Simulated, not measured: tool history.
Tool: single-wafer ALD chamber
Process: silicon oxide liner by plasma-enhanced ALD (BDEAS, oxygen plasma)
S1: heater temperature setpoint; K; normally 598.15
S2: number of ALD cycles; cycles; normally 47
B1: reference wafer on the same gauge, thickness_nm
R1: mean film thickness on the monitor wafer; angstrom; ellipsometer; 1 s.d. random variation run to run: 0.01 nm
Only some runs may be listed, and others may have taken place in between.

run	hour	S1	S2	B1	R1
1	0.0	593.15	47	3.801	40.13
2	53.5	598.15	47	3.798	39.95
3	142.2	594.15	41	3.799	34.99
4	219.7	594.15	41	3.799	34.93
5	266.2	598.15	42	3.798	35.59
6	338.7	598.15	47	3.799	39.72
7	424.2	598.15	47	3.802	39.92
8	488.9	598.15	47	3.801	39.81
9	554.5	592.15	47	3.803	40.09
10	659.1	598.15	47	3.802	40.02
11	755.8	598.15	47	3.800	39.75
12	878.1	598.15	47	3.800	39.85
13	970.5	598.15	47	3.802	39.77
14	1035.1	598.15	47	3.802	39.92
15	1132.8	598.15	47	3.797	39.78
16	1200.2	598.15	47	3.803	39.94
17	1250.0	598.15	47	3.795	39.93
18	1305.8	598.15	47	3.800	39.69
19	1387.0	598.15	47	3.800	39.90
20	1481.4	598.15	52	3.803	43.90
21	1547.5	598.15	47	3.803	39.73
22	1626.9	598.15	47	3.801	39.69
23	1730.6	587.15	47	3.802	40.41
24	1809.9	607.15	43	3.798	36.08
25	1915.4	598.15	47	3.799	39.78
26	1963.1	594.15	38	3.801	32.40
27	2051.2	587.15	53	3.803	45.44
28	2126.3	584.15	39	3.797	33.66
29	2187.0	598.15	47	3.800	39.84
30	2274.0	598.15	47	3.800	39.70
31	2365.5	598.15	47	3.805	39.88
# hour 2458.9: gauge calibrated
32	2472.9	587.15	53	3.800	45.47
33	2528.5	598.15	47	3.800	39.96
# hour 2600.7: thermocouple changed; heater temperature recalibrated
34	2630.3	604.15	44	3.799	37.07
35	2715.2	586.15	43	3.800	37.06
36	2818.6	590.15	39	3.801	33.34
37	2874.6	589.15	39	3.802	33.49
38	2963.0	598.15	43	3.800	36.40
39	3004.1	603.15	47	3.796	39.60
40	3109.0	587.15	47	3.799	40.45
41	3170.8	598.15	47	3.802	39.99
42	3248.0	587.15	50	3.802	43.14
43	3321.0	592.15	54	3.801	46.07
44	3423.6	609.15	53	3.798	44.26
45	3476.9	589.15	47	3.801	40.28
46	3539.1	598.15	39	3.797	33.09

Each row is a separate what-if for the run after 46, all from the same tool condition, not one after another. Results?
A	3539.6	588.15	47	?	?
B	3539.6	606.15	56	?	?
C	3539.6	587.15	56	?	?
D	3539.6	594.15	56	?	?
E	3539.6	598.15	55	?	?

run	B1	R1
A	3.799	40.31
B	3.799	46.94
C	3.799	48.09
D	3.799	47.67
E	3.799	46.58
With no hidden state in the tool, these same runs would have given:
run	R1
A	40.31
B	46.94
C	48.09
D	47.67
E	46.58
